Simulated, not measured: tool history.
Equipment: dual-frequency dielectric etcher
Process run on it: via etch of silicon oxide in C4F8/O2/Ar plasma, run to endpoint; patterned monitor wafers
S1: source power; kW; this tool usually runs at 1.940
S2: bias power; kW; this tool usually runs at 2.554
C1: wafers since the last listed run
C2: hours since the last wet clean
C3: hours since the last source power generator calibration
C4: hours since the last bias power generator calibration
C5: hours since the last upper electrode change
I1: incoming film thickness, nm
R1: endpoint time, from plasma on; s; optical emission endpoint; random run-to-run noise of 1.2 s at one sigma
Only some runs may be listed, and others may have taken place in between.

run    hour     S1     S2   C1     C2      C3      C4      C5     I1     R1
  1     0.0  1.560  2.554    0  437.4  2135.4  1546.6  1885.4  763.8  170.5
       15.8  -- wet clean of the chamber
  2    82.6  1.560  2.554  450   66.8  2218.0  1629.2  1968.0  757.4  174.4
  3   150.4  1.560  2.554  457  134.6  2285.8  1697.0  2035.8  768.4  178.6
  4   243.7  1.940  2.995  630  227.9  2379.1  1790.3  2129.1  762.6  141.1
  5   334.6  1.940  2.995  613  318.8  2470.0  1881.2  2220.0  766.8  143.4
      463.3  -- wet clean of the chamber
  6   463.8  1.940  2.554  710    0.5  2599.2  2010.4  2349.2  765.8  155.2
  7   481.9  2.160  3.019  122   18.6  2617.3  2028.5  2367.3  760.3  136.3
      534.6  -- bias power generator calibrated
  8   535.1  2.160  3.019  332   71.8  2670.5     0.5  2420.5  767.7  136.1
      621.6  -- upper electrode replaced
  9   623.6  1.940  2.554  435  160.3  2759.0    89.0     2.0  761.5  153.8
 10   682.1  1.940  2.554  395  218.8  2817.5   147.5    60.5  759.9  151.5
 11   719.1  2.180  2.002  249  255.8  2854.5   184.5    97.5  770.9  160.3
 12   789.2  2.380  2.715  473  325.9  2924.6   254.6   167.6  757.4  130.5
      805.5  -- source power generator calibrated
 13   879.2  1.940  2.864  580  415.9    73.7   344.6   257.6  761.4  141.7
      967.5  -- wet clean of the chamber
 14   968.0  1.940  2.554  437    0.5   162.5   433.4   346.4  761.9  154.7
 15  1041.4  2.190  2.554  495   73.9   235.9   506.8   419.8  766.2  147.3
 16  1099.0  2.140  2.866  388  131.5   293.5   564.4   477.4  759.4  136.9
 17  1137.9  1.940  2.123  262  170.4   332.4   603.3   516.3  759.8  164.3
 18  1201.5  1.650  2.077  429  234.0   396.0   666.9   579.9  761.2  179.6
 19  1306.7  2.190  2.554  710  339.2   501.2   772.1   685.1  761.2  141.8
 20  1374.3  2.190  2.797  456  406.8   568.8   839.7   752.7  766.6  135.6

Below are 4 alternative next runs, each starting from the tool's condition after run 20. Predict each:
  A  1374.8  1.940  2.554   3  407.3  569.3  840.2  753.2  770.5   ?
  B  1374.8  1.560  2.169   3  407.3  569.3  840.2  753.2  770.5   ?
  C  1374.8  1.490  3.156   3  407.3  569.3  840.2  753.2  770.5   ?
  D  1374.8  1.800  2.365   3  407.3  569.3  840.2  753.2  770.5   ?

run     R1
  A  150.5
  B  184.1
  C  160.9
  D  162.4
Had the tool no hidden state, the same runs would have come out as:
run     R1
  A  156.5
  B  191.5
  C  167.3
  D  168.9
